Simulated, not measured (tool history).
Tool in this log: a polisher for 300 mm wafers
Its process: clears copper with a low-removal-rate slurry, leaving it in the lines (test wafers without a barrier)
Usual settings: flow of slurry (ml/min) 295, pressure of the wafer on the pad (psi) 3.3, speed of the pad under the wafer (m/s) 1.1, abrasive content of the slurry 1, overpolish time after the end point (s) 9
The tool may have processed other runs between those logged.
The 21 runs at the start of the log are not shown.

run,hour,flow of slurry (ml/min),pressure of the wafer on the pad (psi),speed of the pad under the wafer (m/s),abrasive content of the slurry,overpolish time after the end point (s),wafers since the last listed run,wafers polished on this pad,hours since the slurry nozzle was cleaned,hours since the head pressure was calibrated,hours since the slurry blender was calibrated,"incoming thickness of the incoming film, nm",time until the end point was called (s),dishing of a wide line in a test structure (nm)
22,295.5,295,3.3,1.1,1,9,69,320,117.3,7.5,166.6,277.5,70.4,27.5
23,306.2,295,3.3,1.1,1,9,123,444,128,18.2,177.3,273.1,65.8,26.8
24,314.4,325,3.3,1.1,1.1,6,94,539,136.2,26.4,185.5,279.9,67.2,18.9
25,329.2,370,3.3,1.34,0.9,9,171,710,151,41.2,200.3,272.9,56.7,32.7
26,336.8,295,3.3,1.1,1,9,87,798,158.6,48.8,207.9,279.3,69.4,26.7
27,352.9,295,3.3,1.1,1,9,186,985,174.7,64.9,224,272.3,67.6,26.9
# hour 364: worn pad replaced by a new one
28,369,295,3.3,1.1,1,9,140,57,190.8,81,240.1,274.4,68.4,27.3
29,401,295,3.3,1.1,1,12,370,428,222.8,113,272.1,274.6,68.8,34.4
30,413,295,3.3,1.1,1,11,138,566,234.8,125,284.1,274.4,72.4,32.2

Branching from run 30: 3 alternative next runs. What would each branch give?
A,413.4,295,3.3,1.1,1,9,4,571,235.2,125.4,284.5,272.5,?,?
B,413.4,295,3.3,0.92,1.25,9,4,571,235.2,125.4,284.5,272.5,?,?
C,413.4,295,4.1,1.1,1,7,4,571,235.2,125.4,284.5,272.5,?,?

run,time until the end point was called (s),dishing of a wide line in a test structure (nm)
A,69.6,27
B,79.7,23.8
C,56.9,25.9
Take away the tool's hidden state, keep each run's random variation, and the runs would have read:
run,time until the end point was called (s),dishing of a wide line in a test structure (nm)
A,63.2,29.4
B,72.2,26.1
C,51.6,28.4
